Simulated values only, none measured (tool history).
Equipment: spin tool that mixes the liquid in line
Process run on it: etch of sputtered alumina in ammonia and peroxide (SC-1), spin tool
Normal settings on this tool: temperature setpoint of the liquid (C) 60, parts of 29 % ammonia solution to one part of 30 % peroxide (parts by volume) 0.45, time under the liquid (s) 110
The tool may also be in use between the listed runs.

run,hour,temperature setpoint of the liquid (C),parts of 29 % ammonia solution to one part of 30 % peroxide (parts by volume),time under the liquid (s),"read-back film thickness of the sputtered alumina reference wafer, read on the same gauge (nm)",thickness taken off the sputtered alumina on a monitor wafer (nm)
1,0,60,0.45,110,59.99,7.22
2,10.3,60,0.45,110,60,7.24
3,22,60,0.45,110,60.01,7.2
4,34.5,60,0.45,110,60,7.19
5,49.7,60,0.45,110,59.98,7.27
6,59.7,60,0.45,110,60.01,7.19
7,72.8,60,0.45,110,60.02,7.2
8,87.9,60,0.55,110,60.01,7.28
9,94.2,56.5,0.45,110,59.98,5.93
10,108,68,0.45,110,60.01,10.92
# hour 120.2: ammonia flow meter replaced
# hour 120.3: new drum of ammonia solution connected
11,120.7,68,0.45,110,60,10.82
12,144,55,0.45,110,59.98,5.47
# hour 153: thermometer replaced
13,153.5,65,0.25,60,59.99,4.8
14,163.1,60,0.65,110,59.99,7.41
15,171.2,64.5,0.35,80,60.01,6.47
16,184.3,60,0.45,155,60,10.05
17,190.5,63.5,0.45,110,60,8.61
# hour 190.8: gauge calibrated
18,197.8,60,0.45,110,60,7.14
# hour 204.5: heated supply line repaired
19,213.5,60,0.6,110,60,9.56
20,229.6,60,0.45,130,59.99,10.91
21,251.5,66.5,0.35,50,60.01,5.69
22,264.2,66,0.45,155,60,17.6
23,281.8,60,0.45,110,60.02,9.13
24,294.9,60,0.5,110,59.99,9.24
25,347.6,54.5,0.3,140,60,8.43

Forecast each of these 4 alternatives for the next run:
A,348,60,0.45,110,?,?
B,348,55,0.65,110,?,?
C,348,60,0.25,110,?,?
D,348,66,0.45,175,?,?

run,"read-back film thickness of the sputtered alumina reference wafer, read on the same gauge (nm)",thickness taken off the sputtered alumina on a monitor wafer (nm)
A,60,9.21
B,60,7.34
C,60,8.71
D,60,19.83
Without the tool's unlogged condition, the same runs would have read:
run,thickness taken off the sputtered alumina on a monitor wafer (nm)
A,9.32
B,7.43
C,8.81
D,20.04

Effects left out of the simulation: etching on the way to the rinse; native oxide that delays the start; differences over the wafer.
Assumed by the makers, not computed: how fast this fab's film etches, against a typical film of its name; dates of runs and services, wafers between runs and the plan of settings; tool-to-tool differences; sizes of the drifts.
